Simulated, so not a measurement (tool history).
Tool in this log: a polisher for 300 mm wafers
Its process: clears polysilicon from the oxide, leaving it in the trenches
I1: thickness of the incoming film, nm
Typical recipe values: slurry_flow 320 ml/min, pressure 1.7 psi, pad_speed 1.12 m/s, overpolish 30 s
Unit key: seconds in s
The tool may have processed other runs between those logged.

{"run": 1, "day": 0.0, "slurry_flow": 320, "pressure": 1.7, "pad_speed": 1.12, "overpolish": 24, "I1": 436, "seconds": 57.7}
{"day": 0.858, "done": "slurry nozzle cleaned"}
{"run": 2, "day": 2.833, "slurry_flow": 320, "pressure": 1.7, "pad_speed": 1.12, "overpolish": 24, "I1": 441.6, "seconds": 54.6}
{"run": 3, "day": 6.146, "slurry_flow": 385, "pressure": 2.2, "pad_speed": 1.12, "overpolish": 30, "I1": 446, "seconds": 41.8}
{"run": 4, "day": 8.2, "slurry_flow": 385, "pressure": 2.2, "pad_speed": 1.12, "overpolish": 30, "I1": 438.2, "seconds": 41}
{"run": 5, "day": 11.162, "slurry_flow": 385, "pressure": 2.2, "pad_speed": 1.12, "overpolish": 30, "I1": 434.6, "seconds": 40.2}
{"run": 6, "day": 12.933, "slurry_flow": 320, "pressure": 2, "pad_speed": 1.12, "overpolish": 30, "I1": 440.7, "seconds": 46.3}
{"run": 7, "day": 14.762, "slurry_flow": 320, "pressure": 1.7, "pad_speed": 1.12, "overpolish": 30, "I1": 446, "seconds": 56}
{"run": 8, "day": 17.525, "slurry_flow": 320, "pressure": 1.7, "pad_speed": 1.12, "overpolish": 30, "I1": 436.9, "seconds": 55.9}
{"run": 9, "day": 20.138, "slurry_flow": 320, "pressure": 1.7, "pad_speed": 1.12, "overpolish": 30, "I1": 440.6, "seconds": 55.8}
{"day": 20.762, "done": "worn pad replaced by a new one"}
{"day": 22.267, "done": "head pressure recalibrated"}
{"run": 10, "day": 22.304, "slurry_flow": 320, "pressure": 1.7, "pad_speed": 1.12, "overpolish": 30, "I1": 441, "seconds": 53.6}
{"run": 11, "day": 23.808, "slurry_flow": 320, "pressure": 1.7, "pad_speed": 1.12, "overpolish": 30, "I1": 437.8, "seconds": 55.5}
{"run": 12, "day": 25.679, "slurry_flow": 320, "pressure": 1.7, "pad_speed": 1.12, "overpolish": 30, "I1": 445.1, "seconds": 56.3}
{"run": 13, "day": 27.408, "slurry_flow": 320, "pressure": 1.7, "pad_speed": 1.12, "overpolish": 30, "I1": 432.5, "seconds": 54.4}
{"day": 27.921, "done": "slurry nozzle cleaned"}
{"run": 14, "day": 31.404, "slurry_flow": 370, "pressure": 1.7, "pad_speed": 1.12, "overpolish": 24, "I1": 436.4, "seconds": 52.8}
{"run": 15, "day": 34.779, "slurry_flow": 320, "pressure": 1.7, "pad_speed": 1.12, "overpolish": 30, "I1": 437, "seconds": 52.4}
{"run": 16, "day": 37.375, "slurry_flow": 350, "pressure": 2.1, "pad_speed": 1.46, "overpolish": 17, "I1": 446.1, "seconds": 34.3}
{"run": 17, "day": 40.692, "slurry_flow": 320, "pressure": 1.7, "pad_speed": 1.12, "overpolish": 30, "I1": 443.1, "seconds": 55.1}
{"day": 41.058, "done": "worn pad replaced by a new one"}
{"run": 18, "day": 43.721, "slurry_flow": 320, "pressure": 1.7, "pad_speed": 1.38, "overpolish": 30, "I1": 440.9, "seconds": 43.5}
{"run": 19, "day": 46.775, "slurry_flow": 320, "pressure": 1.7, "pad_speed": 1.12, "overpolish": 17, "I1": 437.8, "seconds": 54.3}
{"day": 49.292, "done": "head pressure recalibrated"}
{"run": 20, "day": 50.112, "slurry_flow": 320, "pressure": 2.3, "pad_speed": 1.34, "overpolish": 21, "I1": 449.2, "seconds": 34.1}
{"run": 21, "day": 52.029, "slurry_flow": 385, "pressure": 1.5, "pad_speed": 1.12, "overpolish": 30, "I1": 442.3, "seconds": 62.4}
{"run": 22, "day": 53.767, "slurry_flow": 320, "pressure": 1.7, "pad_speed": 1.12, "overpolish": 40, "I1": 436.3, "seconds": 55.9}
{"run": 23, "day": 58.188, "slurry_flow": 265, "pressure": 1.7, "pad_speed": 0.88, "overpolish": 36, "I1": 440.1, "seconds": 76.6}
{"day": 60.883, "done": "slurry nozzle cleaned"}
{"run": 24, "day": 60.925, "slurry_flow": 395, "pressure": 1.3, "pad_speed": 1.12, "overpolish": 46, "I1": 434.5, "seconds": 67.9}

What does the tool deliver on the next run?
{"day": 63.654, "done": "worn pad replaced by a new one"}
{"run": 25, "day": 63.85, "slurry_flow": 320, "pressure": 1.7, "pad_speed": 1.12, "overpolish": 30, "I1": 444.1, "seconds": "?"}

seconds: 52.7 s
On a tool with no hidden condition, and with the same random variation, this run would have come out at seconds 52 s.

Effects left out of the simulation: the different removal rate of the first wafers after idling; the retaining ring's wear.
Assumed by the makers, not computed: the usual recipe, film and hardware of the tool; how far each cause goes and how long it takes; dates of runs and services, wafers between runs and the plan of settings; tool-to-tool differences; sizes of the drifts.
